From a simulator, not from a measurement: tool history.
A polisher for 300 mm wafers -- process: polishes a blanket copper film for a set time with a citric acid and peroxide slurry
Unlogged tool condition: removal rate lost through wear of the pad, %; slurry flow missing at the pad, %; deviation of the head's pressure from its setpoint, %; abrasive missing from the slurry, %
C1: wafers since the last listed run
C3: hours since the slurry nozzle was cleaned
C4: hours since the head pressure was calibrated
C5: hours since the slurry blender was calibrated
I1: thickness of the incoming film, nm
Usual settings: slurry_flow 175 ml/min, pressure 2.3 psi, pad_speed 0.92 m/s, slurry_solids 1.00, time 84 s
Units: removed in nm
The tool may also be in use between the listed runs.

{"run": 1, "hour": 0.0, "slurry_flow": 175, "pressure": 2.3, "pad_speed": 0.92, "slurry_solids": 1.0, "time": 84, "C1": 0, "wafers polished on this pad": 373, "C3": 12.3, "C4": 615.3, "C5": 342.3, "I1": 1183.2, "removed": 119.5}
{"run": 2, "hour": 29.4, "slurry_flow": 175, "pressure": 2.3, "pad_speed": 0.92, "slurry_solids": 1.0, "time": 84, "C1": 260, "wafers polished on this pad": 634, "C3": 41.7, "C4": 644.7, "C5": 371.7, "I1": 1158.4, "removed": 117.1}
{"hour": 91.2, "done": "slurry blender recalibrated"}
{"run": 3, "hour": 96.9, "slurry_flow": 175, "pressure": 2.3, "pad_speed": 0.92, "slurry_solids": 0.8, "time": 84, "C1": 580, "wafers polished on this pad": 1214, "C3": 109.2, "C4": 712.2, "C5": 5.7, "I1": 1204.6, "removed": 116.7}
{"run": 4, "hour": 147.5, "slurry_flow": 175, "pressure": 2.3, "pad_speed": 0.92, "slurry_solids": 0.8, "time": 84, "C1": 448, "wafers polished on this pad": 1663, "C3": 159.8, "C4": 762.8, "C5": 56.3, "I1": 1185.7, "removed": 117.2}
{"hour": 201.5, "done": "worn pad replaced by a new one"}
{"run": 5, "hour": 206.2, "slurry_flow": 215, "pressure": 2.3, "pad_speed": 0.74, "slurry_solids": 1.0, "time": 84, "C1": 484, "wafers polished on this pad": 42, "C3": 218.5, "C4": 821.5, "C5": 115.0, "I1": 1201.3, "removed": 104.6}
{"run": 6, "hour": 237.9, "slurry_flow": 215, "pressure": 2.3, "pad_speed": 0.74, "slurry_solids": 1.0, "time": 84, "C1": 280, "wafers polished on this pad": 322, "C3": 250.2, "C4": 853.2, "C5": 146.7, "I1": 1184.3, "removed": 107.4}
{"run": 7, "hour": 267.8, "slurry_flow": 215, "pressure": 2.3, "pad_speed": 0.74, "slurry_solids": 1.0, "time": 84, "C1": 264, "wafers polished on this pad": 587, "C3": 280.1, "C4": 883.1, "C5": 176.6, "I1": 1153.7, "removed": 108.5}
{"run": 8, "hour": 338.8, "slurry_flow": 175, "pressure": 2.3, "pad_speed": 0.92, "slurry_solids": 1.0, "time": 84, "C1": 629, "wafers polished on this pad": 1216, "C3": 351.1, "C4": 954.1, "C5": 247.6, "I1": 1193.7, "removed": 118.7}
{"run": 9, "hour": 408.3, "slurry_flow": 175, "pressure": 2.5, "pad_speed": 0.92, "slurry_solids": 1.0, "time": 84, "C1": 615, "wafers polished on this pad": 1832, "C3": 420.6, "C4": 1023.6, "C5": 317.1, "I1": 1181.3, "removed": 123.8}
{"run": 10, "hour": 436.0, "slurry_flow": 175, "pressure": 2.3, "pad_speed": 0.92, "slurry_solids": 1.0, "time": 84, "C1": 245, "wafers polished on this pad": 2078, "C3": 448.3, "C4": 1051.3, "C5": 344.8, "I1": 1193.7, "removed": 121.7}
{"run": 11, "hour": 480.7, "slurry_flow": 175, "pressure": 2.3, "pad_speed": 0.92, "slurry_solids": 1.0, "time": 84, "C1": 396, "wafers polished on this pad": 2474, "C3": 493.0, "C4": 1096.0, "C5": 389.5, "I1": 1190.3, "removed": 115.0}
{"hour": 501.3, "done": "worn pad replaced by a new one"}
{"run": 12, "hour": 532.7, "slurry_flow": 175, "pressure": 2.3, "pad_speed": 0.92, "slurry_solids": 1.0, "time": 84, "C1": 425, "wafers polished on this pad": 278, "C3": 545.0, "C4": 1148.0, "C5": 441.5, "I1": 1174.9, "removed": 109.3}
{"hour": 539.0, "done": "slurry blender recalibrated"}
{"run": 13, "hour": 564.8, "slurry_flow": 175, "pressure": 2.3, "pad_speed": 0.92, "slurry_solids": 1.0, "time": 84, "C1": 266, "wafers polished on this pad": 545, "C3": 577.1, "C4": 1180.1, "C5": 25.8, "I1": 1160.2, "removed": 121.4}
{"run": 14, "hour": 596.7, "slurry_flow": 175, "pressure": 2.3, "pad_speed": 0.92, "slurry_solids": 1.0, "time": 84, "C1": 282, "wafers polished on this pad": 827, "C3": 609.0, "C4": 1212.0, "C5": 57.7, "I1": 1181.7, "removed": 119.8}
{"run": 15, "hour": 620.8, "slurry_flow": 175, "pressure": 2.3, "pad_speed": 0.92, "slurry_solids": 0.9, "time": 84, "C1": 213, "wafers polished on this pad": 1041, "C3": 633.1, "C4": 1236.1, "C5": 81.8, "I1": 1163.4, "removed": 120.6}
{"hour": 627.6, "done": "slurry nozzle cleaned"}
{"run": 16, "hour": 687.7, "slurry_flow": 175, "pressure": 1.8, "pad_speed": 1.18, "slurry_solids": 0.7, "time": 96, "C1": 583, "wafers polished on this pad": 1625, "C3": 60.1, "C4": 1303.0, "C5": 148.7, "I1": 1166.1, "removed": 123.9}
{"run": 17, "hour": 713.6, "slurry_flow": 125, "pressure": 2.3, "pad_speed": 0.92, "slurry_solids": 0.9, "time": 84, "C1": 229, "wafers polished on this pad": 1854, "C3": 86.0, "C4": 1328.9, "C5": 174.6, "I1": 1167.1, "removed": 110.9}
{"hour": 763.4, "done": "head pressure recalibrated"}
{"hour": 765.4, "done": "worn pad replaced by a new one, of another model than before"}
{"run": 18, "hour": 781.5, "slurry_flow": 200, "pressure": 2.8, "pad_speed": 1.14, "slurry_solids": 0.9, "time": 84, "C1": 566, "wafers polished on this pad": 142, "C3": 153.9, "C4": 18.1, "C5": 242.5, "I1": 1169.1, "removed": 150.1}
{"run": 19, "hour": 845.9, "slurry_flow": 175, "pressure": 2.3, "pad_speed": 0.92, "slurry_solids": 1.0, "time": 84, "C1": 570, "wafers polished on this pad": 713, "C3": 218.3, "C4": 82.5, "C5": 306.9, "I1": 1177.4, "removed": 116.8}
{"run": 20, "hour": 882.0, "slurry_flow": 175, "pressure": 2.3, "pad_speed": 0.92, "slurry_solids": 1.2, "time": 84, "C1": 319, "wafers polished on this pad": 1033, "C3": 254.4, "C4": 118.6, "C5": 343.0, "I1": 1188.8, "removed": 126.1}
{"run": 21, "hour": 918.3, "slurry_flow": 175, "pressure": 2.3, "pad_speed": 0.92, "slurry_solids": 1.0, "time": 84, "C1": 321, "wafers polished on this pad": 1355, "C3": 290.7, "C4": 154.9, "C5": 379.3, "I1": 1170.8, "removed": 115.3}
{"hour": 949.8, "done": "slurry blender recalibrated"}
{"run": 22, "hour": 981.3, "slurry_flow": 175, "pressure": 2.3, "pad_speed": 0.68, "slurry_solids": 1.0, "time": 84, "C1": 540, "wafers polished on this pad": 1895, "C3": 353.7, "C4": 217.9, "C5": 31.5, "I1": 1197.6, "removed": 107.1}
{"run": 23, "hour": 1016.5, "slurry_flow": 200, "pressure": 2.3, "pad_speed": 0.92, "slurry_solids": 0.9, "time": 74, "C1": 311, "wafers polished on this pad": 2207, "C3": 388.9, "C4": 253.1, "C5": 66.7, "I1": 1177.4, "removed": 107.4}
{"hour": 1056.0, "done": "worn pad replaced by a new one"}
{"run": 24, "hour": 1087.3, "slurry_flow": 175, "pressure": 2.3, "pad_speed": 0.92, "slurry_solids": 1.0, "time": 84, "C1": 591, "wafers polished on this pad": 277, "C3": 459.7, "C4": 323.9, "C5": 137.5, "I1": 1190.0, "removed": 125.0}
{"run": 25, "hour": 1133.6, "slurry_flow": 225, "pressure": 1.7, "pad_speed": 0.92, "slurry_solids": 0.75, "time": 84, "C1": 410, "wafers polished on this pad": 687, "C3": 506.0, "C4": 370.2, "C5": 183.8, "I1": 1172.8, "removed": 106.0}
{"run": 26, "hour": 1202.7, "slurry_flow": 125, "pressure": 1.7, "pad_speed": 0.74, "slurry_solids": 1.0, "time": 84, "C1": 612, "wafers polished on this pad": 1300, "C3": 575.1, "C4": 439.3, "C5": 252.9, "I1": 1191.0, "removed": 92.1}
{"run": 27, "hour": 1258.1, "slurry_flow": 175, "pressure": 2.3, "pad_speed": 0.92, "slurry_solids": 1.0, "time": 84, "C1": 490, "wafers polished on this pad": 1790, "C3": 630.5, "C4": 494.7, "C5": 308.3, "I1": 1172.1, "removed": 119.1}
{"hour": 1318.9, "done": "worn pad replaced by a new one"}
{"hour": 1342.1, "done": "slurry blender recalibrated"}
{"run": 28, "hour": 1400.7, "slurry_flow": 175, "pressure": 2.3, "pad_speed": 1.24, "slurry_solids": 0.75, "time": 106, "C1": 1210, "wafers polished on this pad": 707, "C3": 773.1, "C4": 637.3, "C5": 58.6, "I1": 1172.8, "removed": 177.6}

Each row is a separate what-if for the run after 28, all from the same tool condition, not one after another. Results?
{"run": "A", "hour": 1401.1, "slurry_flow": 200, "pressure": 2.3, "pad_speed": 0.92, "slurry_solids": 1.0, "time": 84, "C1": 3, "wafers polished on this pad": 711, "C3": 773.5, "C4": 637.7, "C5": 59.0, "I1": 1176.8, "removed": "?"}
{"run": "B", "hour": 1401.1, "slurry_flow": 175, "pressure": 2.1, "pad_speed": 0.92, "slurry_solids": 1.3, "time": 73, "C1": 3, "wafers polished on this pad": 711, "C3": 773.5, "C4": 637.7, "C5": 59.0, "I1": 1176.8, "removed": "?"}
{"run": "C", "hour": 1401.1, "slurry_flow": 220, "pressure": 2.9, "pad_speed": 0.7, "slurry_solids": 1.0, "time": 84, "C1": 3, "wafers polished on this pad": 711, "C3": 773.5, "C4": 637.7, "C5": 59.0, "I1": 1176.8, "removed": "?"}
{"run": "D", "hour": 1401.1, "slurry_flow": 175, "pressure": 1.5, "pad_speed": 0.92, "slurry_solids": 1.0, "time": 95, "C1": 3, "wafers polished on this pad": 711, "C3": 773.5, "C4": 637.7, "C5": 59.0, "I1": 1176.8, "removed": "?"}

run=A removed=124.5
run=B removed=107.9
run=C removed=122.9
run=D removed=115.4
With no hidden state in the tool, these same runs would have given:
run=A removed=125.4
run=B removed=108.7
run=C removed=123.7
run=D removed=116.2
